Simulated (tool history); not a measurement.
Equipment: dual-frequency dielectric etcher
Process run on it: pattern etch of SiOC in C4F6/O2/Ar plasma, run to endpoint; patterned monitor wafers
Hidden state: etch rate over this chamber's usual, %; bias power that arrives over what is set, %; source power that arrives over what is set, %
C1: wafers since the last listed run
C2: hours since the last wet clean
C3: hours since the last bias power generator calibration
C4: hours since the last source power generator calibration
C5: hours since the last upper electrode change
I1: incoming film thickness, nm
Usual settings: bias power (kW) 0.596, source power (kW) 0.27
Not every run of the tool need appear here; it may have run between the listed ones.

run 1 hour=0 | bias_power_(kW)=0.596 source_power_(kW)=0.25 | C1=0 C2=209.1 C3=3027.8 C4=1888.8 C5=3207.7 | I1=42.65 | endpoint_time_(s)=15
run 2 hour=12 | bias_power_(kW)=0.596 source_power_(kW)=0.25 | C1=170 C2=221.1 C3=3039.8 C4=1900.8 C5=3219.7 | I1=42.77 | endpoint_time_(s)=14.9
run 3 hour=25.1 | bias_power_(kW)=0.596 source_power_(kW)=0.25 | C1=186 C2=234.2 C3=3052.9 C4=1913.9 C5=3232.8 | I1=42.16 | endpoint_time_(s)=14.7
run 4 hour=36.7 | bias_power_(kW)=0.596 source_power_(kW)=0.29 | C1=165 C2=245.8 C3=3064.5 C4=1925.5 C5=3244.4 | I1=42.44 | endpoint_time_(s)=14.2
run 5 hour=52.2 | bias_power_(kW)=0.596 source_power_(kW)=0.29 | C1=220 C2=261.3 C3=3080 C4=1941 C5=3259.9 | I1=42.84 | endpoint_time_(s)=14.4
run 6 hour=74.5 | bias_power_(kW)=0.596 source_power_(kW)=0.27 | C1=317 C2=283.6 C3=3102.3 C4=1963.3 C5=3282.2 | I1=42.47 | endpoint_time_(s)=14.4
run 7 hour=82.5 | bias_power_(kW)=0.596 source_power_(kW)=0.27 | C1=113 C2=291.6 C3=3110.3 C4=1971.3 C5=3290.2 | I1=42.5 | endpoint_time_(s)=14.4
run 8 hour=92.7 | bias_power_(kW)=0.596 source_power_(kW)=0.27 | C1=145 C2=301.8 C3=3120.5 C4=1981.5 C5=3300.4 | I1=42.74 | endpoint_time_(s)=14.6
run 9 hour=99.1 | bias_power_(kW)=0.596 source_power_(kW)=0.27 | C1=91 C2=308.2 C3=3126.9 C4=1987.9 C5=3306.8 | I1=42.69 | endpoint_time_(s)=14.4
run 10 hour=116.1 | bias_power_(kW)=0.704 source_power_(kW)=0.27 | C1=241 C2=325.2 C3=3143.9 C4=2004.9 C5=3323.8 | I1=42.76 | endpoint_time_(s)=13.4
run 11 hour=130 | bias_power_(kW)=0.596 source_power_(kW)=0.27 | C1=197 C2=339.1 C3=3157.8 C4=2018.8 C5=3337.7 | I1=42.51 | endpoint_time_(s)=14.2
-- hour=163.5 upper electrode replaced
run 12 hour=164 | bias_power_(kW)=0.596 source_power_(kW)=0.27 | C1=142 C2=373.1 C3=3191.8 C4=2052.8 C5=0.5 | I1=42.96 | endpoint_time_(s)=14.5
run 13 hour=164.4 | bias_power_(kW)=0.596 source_power_(kW)=0.27 | C1=5 C2=373.5 C3=3192.2 C4=2053.2 C5=0.9 | I1=42.3 | endpoint_time_(s)=14.1
run 14 hour=171.5 | bias_power_(kW)=0.596 source_power_(kW)=0.27 | C1=101 C2=380.6 C3=3199.3 C4=2060.3 C5=8 | I1=42.56 | endpoint_time_(s)=14.1
-- hour=204.1 wet clean of the chamber
run 15 hour=204.6 | bias_power_(kW)=0.596 source_power_(kW)=0.27 | C1=129 C2=0.5 C3=3232.4 C4=2093.4 C5=41.1 | I1=42.3 | endpoint_time_(s)=14.7
run 16 hour=204.9 | bias_power_(kW)=0.637 source_power_(kW)=0.32 | C1=4 C2=0.8 C3=3232.7 C4=2093.7 C5=41.4 | I1=42.47 | endpoint_time_(s)=13.7
-- hour=212.2 bias power generator calibrated
run 17 hour=212.7 | bias_power_(kW)=0.681 source_power_(kW)=0.21 | C1=54 C2=8.6 C3=0.5 C4=2101.5 C5=49.2 | I1=43.29 | endpoint_time_(s)=15.3
run 18 hour=228.5 | bias_power_(kW)=0.686 source_power_(kW)=0.22 | C1=224 C2=24.4 C3=16.3 C4=2117.3 C5=65 | I1=42.52 | endpoint_time_(s)=15
-- hour=235.5 source power generator calibrated
run 19 hour=238.2 | bias_power_(kW)=0.737 source_power_(kW)=0.27 | C1=81 C2=34.1 C3=26 C4=2.7 C5=74.7 | I1=42.84 | endpoint_time_(s)=13.8
run 20 hour=250.2 | bias_power_(kW)=0.643 source_power_(kW)=0.25 | C1=170 C2=46.1 C3=38 C4=14.7 C5=86.7 | I1=42.6 | endpoint_time_(s)=14.8
run 21 hour=265.5 | bias_power_(kW)=0.478 source_power_(kW)=0.22 | C1=217 C2=61.4 C3=53.3 C4=30 C5=102 | I1=42.53 | endpoint_time_(s)=17.1
run 22 hour=278.1 | bias_power_(kW)=0.596 source_power_(kW)=0.27 | C1=179 C2=74 C3=65.9 C4=42.6 C5=114.6 | I1=42.65 | endpoint_time_(s)=14.7
run 23 hour=289.8 | bias_power_(kW)=0.555 source_power_(kW)=0.32 | C1=166 C2=85.7 C3=77.6 C4=54.3 C5=126.3 | I1=42.72 | endpoint_time_(s)=14.3
run 24 hour=307.4 | bias_power_(kW)=0.596 source_power_(kW)=0.25 | C1=250 C2=103.3 C3=95.2 C4=71.9 C5=143.9 | I1=42.91 | endpoint_time_(s)=15.2
run 25 hour=316.8 | bias_power_(kW)=0.695 source_power_(kW)=0.27 | C1=133 C2=112.7 C3=104.6 C4=81.3 C5=153.3 | I1=42.89 | endpoint_time_(s)=13.7
run 26 hour=326 | bias_power_(kW)=0.685 source_power_(kW)=0.29 | C1=130 C2=121.9 C3=113.8 C4=90.5 C5=162.5 | I1=42.33 | endpoint_time_(s)=13.3
run 27 hour=335.2 | bias_power_(kW)=0.596 source_power_(kW)=0.32 | C1=130 C2=131.1 C3=123 C4=99.7 C5=171.7 | I1=42.39 | endpoint_time_(s)=13.9
run 28 hour=345.1 | bias_power_(kW)=0.596 source_power_(kW)=0.27 | C1=140 C2=141 C3=132.9 C4=109.6 C5=181.6 | I1=42.75 | endpoint_time_(s)=14.8
run 29 hour=360.9 | bias_power_(kW)=0.558 source_power_(kW)=0.24 | C1=224 C2=156.8 C3=148.7 C4=125.4 C5=197.4 | I1=42.92 | endpoint_time_(s)=15.7
run 30 hour=372 | bias_power_(kW)=0.718 source_power_(kW)=0.32 | C1=157 C2=167.9 C3=159.8 C4=136.5 C5=208.5 | I1=42.47 | endpoint_time_(s)=12.7

Here are 3 independent what-if runs from the current tool condition. What would each one return?
run A hour=372.4 | bias_power_(kW)=0.596 source_power_(kW)=0.22 | C1=5 C2=168.3 C3=160.2 C4=136.9 C5=208.9 | I1=43.05 | endpoint_time_(s)=?
run B hour=372.4 | bias_power_(kW)=0.483 source_power_(kW)=0.27 | C1=5 C2=168.3 C3=160.2 C4=136.9 C5=208.9 | I1=43.05 | endpoint_time_(s)=?
run C hour=372.4 | bias_power_(kW)=0.526 source_power_(kW)=0.25 | C1=5 C2=168.3 C3=160.2 C4=136.9 C5=208.9 | I1=43.05 | endpoint_time_(s)=?

run=A endpoint_time_(s)=15.6
run=B endpoint_time_(s)=16
run=C endpoint_time_(s)=15.8
Without the tool's unlogged condition, the same runs would have read:
run=A endpoint_time_(s)=16
run=B endpoint_time_(s)=16.4
run=C endpoint_time_(s)=16.2
